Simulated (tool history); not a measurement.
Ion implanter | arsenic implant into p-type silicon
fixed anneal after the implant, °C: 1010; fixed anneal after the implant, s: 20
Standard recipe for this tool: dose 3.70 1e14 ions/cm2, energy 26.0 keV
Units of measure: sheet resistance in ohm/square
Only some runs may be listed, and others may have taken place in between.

| run | hour | dose | energy | wafers since the last listed run | hours since the last dose calibration | hours since the extraction supply was calibrated | hours since the gauge calibration | read-back reference wafer on the same gauge, sheet resistance | sheet resistance |
|---|---|---|---|---|---|---|---|---|---|
| 1 | 0.0 | 3.70 | 26.0 | 0 | 1942.7 | 2589.2 | 33.0 | 280.17 | 264.79 |
| 2 | 30.9 | 3.70 | 26.0 | 436 | 1973.6 | 2620.1 | 63.9 | 280.00 | 264.47 |
| 3 | 66.2 | 4.52 | 24.0 | 498 | 2008.9 | 2655.4 | 99.2 | 280.15 | 229.83 |
|  | 91.2 | extraction supply calibrated |
|  | 99.2 | Faraday cup replaced and dose calibrated |
| 4 | 101.4 | 4.52 | 24.0 | 270 | 2.2 | 10.2 | 134.4 | 279.96 | 229.76 |
| 5 | 119.2 | 4.52 | 24.0 | 251 | 20.0 | 28.0 | 152.2 | 279.85 | 230.53 |
|  | 130.5 | gauge calibrated |
| 6 | 137.0 | 3.70 | 32.5 | 251 | 37.8 | 45.8 | 6.5 | 280.18 | 256.35 |
| 7 | 156.8 | 3.70 | 32.5 | 279 | 57.6 | 65.6 | 26.3 | 280.28 | 257.16 |
| 8 | 185.0 | 3.70 | 26.0 | 397 | 85.8 | 93.8 | 54.5 | 279.97 | 264.82 |
| 9 | 199.8 | 2.84 | 22.0 | 208 | 100.6 | 108.6 | 69.3 | 279.95 | 330.37 |
| 10 | 216.2 | 3.70 | 26.0 | 231 | 117.0 | 125.0 | 85.7 | 279.90 | 264.64 |
| 11 | 233.5 | 3.70 | 30.0 | 244 | 134.3 | 142.3 | 103.0 | 279.99 | 260.11 |
| 12 | 262.4 | 4.32 | 23.0 | 407 | 163.2 | 171.2 | 131.9 | 279.82 | 239.06 |
| 13 | 282.5 | 3.70 | 32.0 | 283 | 183.3 | 191.3 | 152.0 | 280.12 | 257.05 |
| 14 | 299.8 | 3.70 | 20.5 | 244 | 200.6 | 208.6 | 169.3 | 279.78 | 273.82 |

Forecast each of these 5 alternatives for the next run:
| A | 300.2 | 3.70 | 26.0 | 5 | 201.0 | 209.0 | 169.7 | ? | ? |
| B | 300.2 | 4.17 | 34.5 | 5 | 201.0 | 209.0 | 169.7 | ? | ? |
| C | 300.2 | 4.47 | 21.5 | 5 | 201.0 | 209.0 | 169.7 | ? | ? |
| D | 300.2 | 4.10 | 22.0 | 5 | 201.0 | 209.0 | 169.7 | ? | ? |
| E | 300.2 | 2.76 | 29.5 | 5 | 201.0 | 209.0 | 169.7 | ? | ? |

| run | read-back reference wafer on the same gauge, sheet resistance | sheet resistance |
|---|---|---|
| A | 280.12 | 264.84 |
| B | 280.12 | 232.37 |
| C | 280.12 | 235.91 |
| D | 280.12 | 250.82 |
| E | 280.12 | 324.42 |
Without the tool's unlogged condition, the same runs would have read:
| run | sheet resistance |
|---|---|
| A | 264.84 |
| B | 232.37 |
| C | 235.91 |
| D | 250.82 |
| E | 324.42 |

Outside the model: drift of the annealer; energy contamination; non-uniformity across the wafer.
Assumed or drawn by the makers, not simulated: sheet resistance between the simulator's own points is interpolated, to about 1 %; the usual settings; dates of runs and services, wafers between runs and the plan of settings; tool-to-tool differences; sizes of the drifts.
